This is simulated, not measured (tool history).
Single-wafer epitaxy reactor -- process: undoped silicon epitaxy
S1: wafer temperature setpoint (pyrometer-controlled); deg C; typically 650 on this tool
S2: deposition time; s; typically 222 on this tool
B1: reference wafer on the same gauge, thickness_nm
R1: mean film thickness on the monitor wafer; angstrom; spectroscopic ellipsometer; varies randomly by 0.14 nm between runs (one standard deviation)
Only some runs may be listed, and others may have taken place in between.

| run | hour | S1 | S2 | B1 | R1 |
|---|---|---|---|---|---|
| 1 | 0.0 | 650 | 222 | 41.639 | 373.02 |
| 2 | 111.6 | 650 | 222 | 41.722 | 372.62 |
| 3 | 138.3 | 650 | 222 | 41.701 | 371.94 |
| 4 | 199.3 | 650 | 222 | 41.700 | 371.78 |
| 5 | 246.6 | 638 | 199 | 41.773 | 264.87 |
|  | 353.1 | gauge calibrated |
| 6 | 360.2 | 638 | 199 | 41.725 | 267.91 |
| 7 | 425.5 | 638 | 199 | 41.731 | 269.35 |
| 8 | 479.8 | 650 | 222 | 41.650 | 378.83 |
| 9 | 683.6 | 650 | 205 | 41.761 | 352.66 |
| 10 | 736.8 | 638 | 196 | 41.727 | 268.39 |
|  | 790.4 | pyrometer calibrated |
| 11 | 790.9 | 650 | 222 | 41.661 | 372.34 |
| 12 | 835.8 | 642 | 208 | 41.717 | 297.88 |
| 13 | 885.8 | 650 | 222 | 41.685 | 369.90 |
| 14 | 944.4 | 639 | 237 | 41.702 | 320.47 |
| 15 | 975.5 | 664 | 186 | 41.718 | 403.75 |
| 16 | 1045.3 | 654 | 211 | 41.746 | 382.03 |

Predict each of these 3 candidate next runs independently; none follows another, all start after run 16:
| A | 1045.8 | 657 | 222 | ? | ? |
| B | 1045.8 | 656 | 204 | ? | ? |
| C | 1045.8 | 659 | 199 | ? | ? |

| run | B1 | R1 |
|---|---|---|
| A | 41.631 | 426.02 |
| B | 41.631 | 384.14 |
| C | 41.631 | 396.58 |
Without the tool's unlogged condition, the same runs would have read:
| run | R1 |
|---|---|
| A | 424.97 |
| B | 383.18 |
| C | 395.60 |

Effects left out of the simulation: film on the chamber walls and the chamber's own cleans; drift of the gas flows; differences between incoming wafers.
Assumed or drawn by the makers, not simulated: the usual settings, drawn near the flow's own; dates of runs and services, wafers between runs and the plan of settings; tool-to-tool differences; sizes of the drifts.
